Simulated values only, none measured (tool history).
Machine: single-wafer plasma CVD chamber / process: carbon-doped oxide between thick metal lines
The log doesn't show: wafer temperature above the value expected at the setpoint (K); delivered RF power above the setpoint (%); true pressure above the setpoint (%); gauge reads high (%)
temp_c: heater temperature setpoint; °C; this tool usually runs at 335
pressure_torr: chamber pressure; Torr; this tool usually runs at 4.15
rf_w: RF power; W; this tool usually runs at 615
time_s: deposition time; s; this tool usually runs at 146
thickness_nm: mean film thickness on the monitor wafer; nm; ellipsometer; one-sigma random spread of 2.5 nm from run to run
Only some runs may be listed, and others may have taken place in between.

run   hour  temp_c  pressure_torr  rf_w  time_s  wafers since the last listed run  hours since the last thermocouple change  hours since the last RF generator calibration  hours since the last manometer calibration  hours since the showerhead was replaced  hours since the gauge calibration  read-back reference wafer on the same gauge, thickness_nm  thickness_nm
  1    0.0     341           4.15   615     146                                 0                                    1334.0                                          797.4                                       958.3                                   2827.2                              171.5                                                    646.204       760.081
  2    6.1     341           4.15   615     146                                55                                    1340.1                                          803.5                                       964.4                                   2833.3                              177.6                                                    645.926       752.870
  3   12.8     335           4.15   615     146                                61                                    1346.8                                          810.2                                       971.1                                   2840.0                              184.3                                                    646.011       770.580
  4   27.8     335           4.15   615     146                               136                                    1361.8                                          825.2                                       986.1                                   2855.0                              199.3                                                    645.760       769.720
  5   42.7     335           4.15   615     146                               136                                    1376.7                                          840.1                                      1001.0                                   2869.9                              214.2                                                    645.933       768.745
  6   55.2     335           4.15   615     146                               114                                    1389.2                                          852.6                                      1013.5                                   2882.4                              226.7                                                    645.870       765.285
  7   67.0     335           4.15   615     129                               107                                    1401.0                                          864.4                                      1025.3                                   2894.2                              238.5                                                    646.086       675.391
  8   79.7     335           4.15   615     129                               115                                    1413.7                                          877.1                                      1038.0                                   2906.9                              251.2                                                    645.920       671.513
  9   96.2     335           4.15   615     129                               150                                    1430.2                                          893.6                                      1054.5                                   2923.4                              267.7                                                    646.023       670.036
 10  108.0     335           4.15   615     146                               107                                    1442.0                                          905.4                                      1066.3                                   2935.2                              279.5                                                    645.787       758.535
     126.4  -- thermocouple changed; heater temperature recalibrated
     132.4  -- showerhead replaced
 11  132.9     335           4.15   615     152                                98                                       6.5                                          930.3                                      1091.2                                      0.5                              304.4                                                    646.105       792.821
 12  134.7     335           4.15   615     146                                16                                       8.3                                          932.1                                      1093.0                                      2.3                              306.2                                                    645.689       761.621
     146.9  -- RF generator calibrated
 13  147.4     335           4.15   615     146                                42                                      21.0                                            0.5                                      1105.7                                     15.0                              318.9                                                    646.438       801.943
 14  176.3     335           4.15   615     146                               263                                      49.9                                           29.4                                      1134.6                                     43.9                              347.8                                                    646.068       802.045
 15  186.5     335           4.15   725     146                                93                                      60.1                                           39.6                                      1144.8                                     54.1                              358.0                                                    645.824       890.582
 16  202.3     335           4.15   615     119                               144                                      75.9                                           55.4                                      1160.6                                     69.9                              373.8                                                    646.302       652.927
     226.2  -- gauge calibrated
 17  231.2     335           4.15   615     146                               263                                     104.8                                           84.3                                      1189.5                                     98.8                                5.0                                                    645.930       805.586
 18  242.6     335           4.67   655     135                               104                                     116.2                                           95.7                                      1200.9                                    110.2                               16.4                                                    645.724       789.454
     259.3  -- capacitance manometer re-zeroed and calibrated
 19  259.8     335           4.15   680     146                                84                                     133.4                                          112.9                                         0.5                                    127.4                               33.6                                                    645.936       858.113
 20  275.3     335           4.15   615     146                               141                                     148.9                                          128.4                                        16.0                                    142.9                               49.1                                                    645.918       807.503
 21  287.6     327           4.15   615     154                               112                                     161.2                                          140.7                                        28.3                                    155.2                               61.4                                                    646.212       868.489
 22  299.0     329           4.58   615     146                               104                                     172.6                                          152.1                                        39.7                                    166.6                               72.8                                                    645.940       835.420
 23  316.7     335           4.15   615     146                               161                                     190.3                                          169.8                                        57.4                                    184.3                               90.5                                                    645.944       803.538
 24  338.6     335           4.84   735     146                               200                                     212.2                                          191.7                                        79.3                                    206.2                              112.4                                                    645.613       922.381
 25  348.5     328           4.15   675     146                                90                                     222.1                                          201.6                                        89.2                                    216.1                              122.3                                                    646.139       872.490
 26  361.5     350           4.15   615     131                               118                                     235.1                                          214.6                                       102.2                                    229.1                              135.3                                                    645.993       687.814
 27  378.6     335           4.15   615     146                               156                                     252.2                                          231.7                                       119.3                                    246.2                              152.4                                                    646.096       798.165
 28  418.9     335           4.15   615     146                               368                                     292.5                                          272.0                                       159.6                                    286.5                              192.7                                                    646.434       797.604
 29  428.8     335           3.87   615     120                                90                                     302.4                                          281.9                                       169.5                                    296.4                              202.6                                                    646.137       653.951

3 ways to go on from here, each from the tool as it stands after run 29. What would each give?
  A  429.2     335           4.15   615     146                                 3                                     302.8                                          282.3                                       169.9                                    296.8                              203.0                                                          ?             ?
  B  429.2     335           4.15   615     125                                 3                                     302.8                                          282.3                                       169.9                                    296.8                              203.0                                                          ?             ?
  C  429.2     323           3.75   515     146                                 3                                     302.8                                          282.3                                       169.9                                    296.8                              203.0                                                          ?             ?

run  read-back reference wafer on the same gauge, thickness_nm  thickness_nm
  A                                                    646.247       802.725
  B                                                    646.247       687.691
  C                                                    646.247       732.293
Stripped of hidden state, with their random variation kept, the same runs would have yielded:
run  thickness_nm
  A       807.766
  B       692.009
  C       737.039
